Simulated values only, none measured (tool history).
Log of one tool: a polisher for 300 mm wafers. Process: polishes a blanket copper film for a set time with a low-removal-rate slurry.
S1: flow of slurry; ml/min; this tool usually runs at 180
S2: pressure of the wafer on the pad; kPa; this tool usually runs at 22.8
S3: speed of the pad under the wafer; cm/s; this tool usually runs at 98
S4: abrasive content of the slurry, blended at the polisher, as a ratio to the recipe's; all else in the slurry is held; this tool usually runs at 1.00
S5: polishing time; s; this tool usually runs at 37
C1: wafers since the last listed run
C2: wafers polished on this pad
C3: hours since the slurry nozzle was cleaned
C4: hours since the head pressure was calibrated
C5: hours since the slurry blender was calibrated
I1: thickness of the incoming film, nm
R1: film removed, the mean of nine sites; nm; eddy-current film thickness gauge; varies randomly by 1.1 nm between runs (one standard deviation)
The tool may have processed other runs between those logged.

run	hour	S1	S2	S3	S4	S5	C1	C2	C3	C4	C5	I1	R1
1	0.0	180	22.8	98	1.00	37	0	510	455.4	788.2	212.1	1067.4	126.9
2	15.7	180	22.8	98	1.00	37	197	707	471.1	803.9	227.8	1062.5	124.0
3	27.4	180	18.6	98	1.00	37	147	854	482.8	815.6	239.5	1056.9	101.8
# hour 34.0: worn pad replaced by a new one
4	40.3	180	18.6	98	1.00	37	111	79	495.7	828.5	252.4	1067.9	102.3
5	57.9	180	18.6	98	1.00	37	221	300	513.3	846.1	270.0	1055.9	99.4
6	65.4	180	22.8	88	1.00	32	94	395	520.8	853.6	277.5	1082.4	94.8
7	83.3	180	22.8	88	1.00	32	225	620	538.7	871.5	295.4	1051.8	94.4
8	94.3	130	22.8	98	1.00	37	138	758	549.7	882.5	306.4	1069.0	111.8
9	101.1	180	22.8	82	1.00	37	85	844	556.5	889.3	313.2	1074.8	101.7
10	108.9	180	22.8	98	1.10	37	98	942	564.3	897.1	321.0	1064.5	125.0
# hour 115.6: worn pad replaced by a new one
# hour 121.8: slurry blender recalibrated
11	123.9	200	22.8	116	1.20	44	113	78	579.3	912.1	2.1	1065.7	186.1
12	133.4	150	22.8	98	0.90	42	119	198	588.8	921.6	11.6	1076.5	123.6
# hour 137.2: head pressure recalibrated
# hour 149.4: slurry nozzle cleaned
13	149.9	160	17.9	132	1.00	26	169	368	0.5	12.7	28.1	1072.9	93.9
14	166.8	180	29.0	98	1.00	37	212	580	17.4	29.6	45.0	1069.1	166.5

Run 15, settings as shown, results not yet in. Your forecast:
15	180.4	225	22.8	66	0.75	37	170	751	31.0	43.2	58.6	1050.1	?

{"run 15": {"R1": 82.7}}
If the tool had no hidden condition, the same run with the same run-to-run variation would have returned R1 83.0 nm.

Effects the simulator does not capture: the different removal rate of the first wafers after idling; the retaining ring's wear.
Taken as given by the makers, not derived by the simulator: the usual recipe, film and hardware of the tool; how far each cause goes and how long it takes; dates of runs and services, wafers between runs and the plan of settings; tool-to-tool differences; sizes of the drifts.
